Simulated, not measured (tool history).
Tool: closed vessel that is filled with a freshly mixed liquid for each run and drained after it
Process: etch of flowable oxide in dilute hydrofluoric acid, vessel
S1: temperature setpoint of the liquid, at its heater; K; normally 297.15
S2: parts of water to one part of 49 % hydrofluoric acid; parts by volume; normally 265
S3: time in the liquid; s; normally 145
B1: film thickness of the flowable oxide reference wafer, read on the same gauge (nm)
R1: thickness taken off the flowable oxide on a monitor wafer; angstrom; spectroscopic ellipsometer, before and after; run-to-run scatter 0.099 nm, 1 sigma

run,hour,S1,S2,S3,B1,R1
1,0.0,297.15,265,165,119.97,301.0
2,10.4,297.15,265,165,119.98,302.5
3,22.4,297.15,265,165,120.00,302.6
4,32.4,297.15,265,145,120.00,266.9
5,39.7,297.15,265,145,120.01,268.1
6,48.5,297.15,265,145,120.00,265.8
# hour 56.0: thermometer replaced
7,56.7,297.15,265,145,120.01,277.8
# hour 64.3: gauge calibrated
8,71.3,295.15,265,145,120.00,259.5
9,82.7,295.15,265,145,119.98,257.9
10,90.3,292.15,215,145,119.99,301.8
# hour 97.7: thermometer replaced, repeated, since the last time left the tool worse
11,98.2,292.65,220,145,119.96,265.6
12,103.2,297.15,265,145,119.98,247.0
13,114.7,297.15,265,145,120.02,247.6
14,129.6,297.15,165,210,119.98,643.1
# hour 134.6: hydrofluoric acid flow meter replaced
15,145.4,293.65,265,145,120.01,218.8
16,160.3,297.15,340,75,120.00,93.9
17,166.9,293.65,360,145,120.01,148.4
18,178.5,297.15,265,145,119.99,249.3

3 ways to go on from here, each from the tool as it stands after run 18. What would each give?
A,179.2,298.65,265,145,?,?
B,179.2,301.15,265,90,?,?
C,179.2,295.15,350,90,?,?

run,B1,R1
A,120.00,263.8
B,120.00,178.4
C,120.00,101.2
Take away the tool's hidden state, keep each run's random variation, and the runs would have read:
run,R1
A,261.4
B,176.7
C,100.2
